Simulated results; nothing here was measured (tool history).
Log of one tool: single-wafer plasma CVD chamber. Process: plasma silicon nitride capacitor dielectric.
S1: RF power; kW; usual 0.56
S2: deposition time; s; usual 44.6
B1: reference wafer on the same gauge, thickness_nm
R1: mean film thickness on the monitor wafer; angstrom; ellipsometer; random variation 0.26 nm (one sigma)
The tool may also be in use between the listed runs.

run,day,S1,S2,B1,R1
1,0,0.56,44.6,79.29,709.77
2,2.988,0.56,44.6,79.305,709.25
3,5.429,0.56,44.6,79.296,707.09
4,7.183,0.56,44.6,79.271,708.35
5,9.879,0.56,44.6,79.363,712.27
6,11.367,0.56,44.6,79.319,701.8
7,12.954,0.56,44.6,79.304,704.81
8,14.35,0.56,44.6,79.247,702.84
9,16.896,0.56,44.6,79.273,705.07
10,18.888,0.56,44.6,79.257,703.5
11,20.925,0.56,44.6,79.292,705.49
12,22.754,0.56,44.6,79.316,699.63
13,24.092,0.56,44.6,79.287,701.18
14,26.4,0.625,44.6,79.354,736.94
15,34.779,0.56,44.6,79.32,696.01
16,37.012,0.56,44.6,79.249,700.18
17,39.612,0.56,44.6,79.37,693.84
18,41.833,0.56,44.6,79.342,695.6
19,44.379,0.56,44.6,79.272,687.8
# day 49.583: showerhead replaced
20,52.854,0.62,37.4,79.286,603.75
# day 55.771: RF generator calibrated
21,61.312,0.64,40.6,79.367,687.56
22,63.271,0.455,44.6,79.317,633.58
23,64.533,0.495,40.3,79.358,596.7
24,73.267,0.56,42,79.193,672.91
25,75.442,0.515,42,79.285,640.6
26,76.883,0.64,41.7,79.333,706.42
# day 76.917: gauge calibrated
27,78.317,0.605,36.6,79.307,604.15
28,80.467,0.56,44.6,79.272,705.57
29,82.438,0.56,44.6,79.33,707.24
30,84.012,0.56,44.6,79.247,704.07
31,85.4,0.56,51.1,79.238,810.77
32,88.121,0.455,51.4,79.325,725.99
33,90.425,0.56,44.6,79.317,705.85
34,93.042,0.56,37.8,79.25,592.93

Run 35 comes next. What will it give?
35,94.371,0.56,44.6,?,?

{"run 35": {"B1": 79.363, "R1": 698.34}}
Without the tool's hidden state the same run would have given R1 707.32 angstrom.

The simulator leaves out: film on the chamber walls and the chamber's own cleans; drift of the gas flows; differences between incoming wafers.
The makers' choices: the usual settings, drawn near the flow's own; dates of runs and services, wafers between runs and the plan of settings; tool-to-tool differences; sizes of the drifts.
